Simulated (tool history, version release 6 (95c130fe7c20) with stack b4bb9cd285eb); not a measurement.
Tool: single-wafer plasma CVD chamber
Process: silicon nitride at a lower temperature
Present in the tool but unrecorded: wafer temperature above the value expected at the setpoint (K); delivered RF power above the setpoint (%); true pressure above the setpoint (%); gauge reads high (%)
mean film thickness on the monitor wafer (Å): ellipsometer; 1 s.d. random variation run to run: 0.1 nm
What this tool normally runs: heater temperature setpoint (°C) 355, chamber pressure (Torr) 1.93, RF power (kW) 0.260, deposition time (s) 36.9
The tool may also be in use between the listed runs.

run	hour	heater temperature setpoint (°C)	chamber pressure (Torr)	RF power (kW)	deposition time (s)	wafers since the last listed run	hours since the last thermocouple change	hours since the last RF generator calibration	hours since the last manometer calibration	hours since the showerhead was replaced	hours since the gauge calibration	read-back reference wafer on the same gauge, thickness_nm	mean film thickness on the monitor wafer (Å)
1	0.0	355	1.93	0.260	36.9	0	982.2	1382.1	1946.9	4067.6	146.3	34.503	409.17
2	20.3	355	1.93	0.260	36.9	456	1002.5	1402.4	1967.2	4087.9	166.6	34.488	406.05
3	46.8	355	1.93	0.260	36.9	595	1029.0	1428.9	1993.7	4114.4	193.1	34.511	409.57
4	69.1	355	1.93	0.260	36.9	501	1051.3	1451.2	2016.0	4136.7	215.4	34.519	406.59
5	98.7	355	1.93	0.260	36.9	665	1080.9	1480.8	2045.6	4166.3	245.0	34.495	408.82
6	123.6	355	1.93	0.260	36.9	559	1105.8	1505.7	2070.5	4191.2	269.9	34.518	409.35
7	149.9	355	1.93	0.260	36.9	591	1132.1	1532.0	2096.8	4217.5	296.2	34.497	408.20
# hour 164.9: RF generator calibrated
8	179.5	355	1.93	0.260	36.9	485	1161.7	14.6	2126.4	4247.1	325.8	34.496	396.01
# hour 199.2: thermocouple changed; heater temperature recalibrated
# hour 205.3: showerhead replaced
9	205.8	355	1.93	0.260	36.9	272	6.6	40.9	2152.7	0.5	352.1	34.509	394.03
# hour 227.9: RF generator calibrated, repeated, since the last time left the tool worse
10	228.4	355	1.93	0.260	36.9	328	29.2	0.5	2175.3	23.1	374.7	34.508	428.98
11	254.0	355	1.93	0.260	36.9	575	54.8	26.1	2200.9	48.7	400.3	34.507	427.74
12	269.2	355	1.93	0.245	36.9	341	70.0	41.3	2216.1	63.9	415.5	34.516	404.85
13	300.2	349	2.07	0.275	39.6	696	101.0	72.3	2247.1	94.9	446.5	34.503	490.42
# hour 308.3: capacitance manometer re-zeroed and calibrated
# hour 326.6: gauge calibrated
14	328.5	370	1.69	0.230	30.5	456	129.3	100.6	20.2	123.2	1.9	34.503	299.46
15	355.8	366	1.50	0.260	30.7	613	156.6	127.9	47.5	150.5	29.2	34.500	329.29
16	382.7	355	1.93	0.260	36.9	604	183.5	154.8	74.4	177.4	56.1	34.516	423.40
17	398.2	355	1.77	0.260	40.5	348	199.0	170.3	89.9	192.9	71.6	34.517	453.42
18	417.3	359	1.50	0.260	31.2	429	218.1	189.4	109.0	212.0	90.7	34.492	334.63
19	446.3	355	1.93	0.260	32.5	651	247.1	218.4	138.0	241.0	119.7	34.511	369.41
20	479.2	355	1.93	0.260	36.9	739	280.0	251.3	170.9	273.9	152.6	34.503	420.26
21	492.5	355	1.93	0.260	36.9	298	293.3	264.6	184.2	287.2	165.9	34.499	422.18
22	508.4	355	1.93	0.260	34.0	357	309.2	280.5	200.1	303.1	181.8	34.503	386.44

What if the next run were any one of these 3? Each begins from the tool's condition after run 22:
A	508.8	355	1.93	0.260	36.9	8	309.6	280.9	200.5	303.5	182.2	?	?
B	508.8	355	1.93	0.260	32.9	8	309.6	280.9	200.5	303.5	182.2	?	?
C	508.8	365	2.30	0.230	39.1	8	309.6	280.9	200.5	303.5	182.2	?	?

run	read-back reference wafer on the same gauge, thickness_nm	mean film thickness on the monitor wafer (Å)
A	34.512	420.32
B	34.512	374.85
C	34.512	410.85
Without the tool's unlogged condition, the same runs would have read:
run	mean film thickness on the monitor wafer (Å)
A	430.82
B	384.21
C	421.62
